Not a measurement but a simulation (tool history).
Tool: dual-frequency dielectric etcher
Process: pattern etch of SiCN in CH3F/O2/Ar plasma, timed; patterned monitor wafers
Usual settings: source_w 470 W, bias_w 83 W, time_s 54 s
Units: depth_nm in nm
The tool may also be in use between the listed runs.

run	day	source_w	bias_w	time_s	wafers since the last listed run	hours since the last wet clean	hours since the last source power generator calibration	hours since the last bias power generator calibration	hours since the last upper electrode change	hours since the gauge calibration	read-back reference wafer on the same gauge, depth_nm	depth_nm
1	0	470	83	54	0	625.8	2657.4	2085.8	3438.8	1785.5	21.15	22.05
2	2.571	470	83	46	1150	687.5	2719.1	2147.5	3500.5	1847.2	21.1	18.69
# day 5.638: wet clean of the chamber
3	6.804	470	83	46	1446	28	2820.7	2249.1	3602.1	1948.8	21.11	19.73
4	9.275	470	88	54	1105	87.3	2880	2308.4	3661.4	2008.1	21.11	23.3
5	13.675	470	83	54	1968	192.9	2985.6	2414	3767	2113.7	21.1	22.65
6	17.483	590	67	43.5	1704	284.3	3077	2505.4	3858.4	2205.1	21.11	19.17
7	21.558	390	97	54	1823	382.1	3174.8	2603.2	3956.2	2302.9	21.09	21.47
# day 23.988: bias power generator calibrated
8	25.021	470	83	41	1474	465.2	3257.9	24.8	4039.3	2386	21.05	16.94
9	28.804	470	83	46	1693	556	3348.7	115.6	4130.1	2476.8	21.09	18.96
# day 30.7: gauge calibrated
# day 33.625: wet clean of the chamber
10	33.646	540	99	49.5	1719	0.5	3464.9	231.8	4246.3	70.7	21.09	23.42
# day 37.167: source power generator calibrated
11	37.292	430	83	54	1556	88	3	319.3	4333.8	158.2	21.13	21.95
12	39.725	470	68	54	1088	146.4	61.4	377.7	4392.2	216.6	21.1	21.56
13	41.288	470	92	54	699	183.9	98.9	415.2	4429.7	254.1	21.14	23.21
14	45.379	540	90	40.5	1830	282.1	197.1	513.4	4527.9	352.3	21.09	18.44
15	47.146	470	66	54	790	324.5	239.5	555.8	4570.3	394.7	21.11	20.99
16	50.142	500	83	54	1340	396.4	311.4	627.7	4642.2	466.6	21.11	22.97
17	52.088	570	92	58.5	870	443.1	358.1	674.4	4688.9	513.3	21.09	27.23
# day 53.117: upper electrode replaced
18	56.021	470	83	54	1312	537.5	452.5	768.8	69.7	607.7	21.12	22.02
19	57.654	470	83	54	730	576.7	491.7	808	108.9	646.9	21.09	21.93
20	60.354	350	83	59	1208	641.5	556.5	872.8	173.7	711.7	21.1	20.87
21	62.817	540	65	54	1101	700.6	615.6	931.9	232.8	770.8	21.14	21.89
22	64.946	540	83	54	952	751.7	666.7	983	283.9	821.9	21.07	23.09
# day 68.596: wet clean of the chamber
23	68.75	470	83	54	1254	3.7	758	1074.3	375.2	913.2	21.11	23.1
24	70.346	550	83	54	714	42	796.3	1112.6	413.5	951.5	21.08	24.94
25	73.612	390	83	54	1461	120.4	874.7	1191	491.9	1029.9	21.14	21.22
26	76.592	470	83	54	1333	191.9	946.2	1262.5	563.4	1101.4	21.11	22.94
27	79.288	420	83	54	1206	256.6	1010.9	1327.2	628.1	1166.1	21.12	21.66
28	88.85	470	72	48.5	4279	486.1	1240.4	1556.7	857.6	1395.6	21.09	19.48
29	90.8	470	83	54	872	532.9	1287.2	1603.5	904.4	1442.4	21.1	22.33

The tool's hidden state at each run:
source power that arrives over what is set, %: 0 in every run
bias power that arrives over what is set, %: 0 in every run
gauge reads high (%): 0 in every run
H1: etch rate over this chamber's usual, %
run	H1
1	-4.21
2	-4.62
3	0.155
4	-0.239
5	-0.941
6	-1.55
7	-2.2
8	-2.75
9	-3.35
10	-0.34
11	-0.921
12	-1.31
13	-1.56
14	-2.21
15	-2.49
16	-2.97
17	-3.28
18	-3.91
19	-4.17
20	-4.6
21	-4.99
22	-5.33
23	1.11
24	0.86
25	0.339
26	-0.136
27	-0.566
28	-2.09
29	-2.4

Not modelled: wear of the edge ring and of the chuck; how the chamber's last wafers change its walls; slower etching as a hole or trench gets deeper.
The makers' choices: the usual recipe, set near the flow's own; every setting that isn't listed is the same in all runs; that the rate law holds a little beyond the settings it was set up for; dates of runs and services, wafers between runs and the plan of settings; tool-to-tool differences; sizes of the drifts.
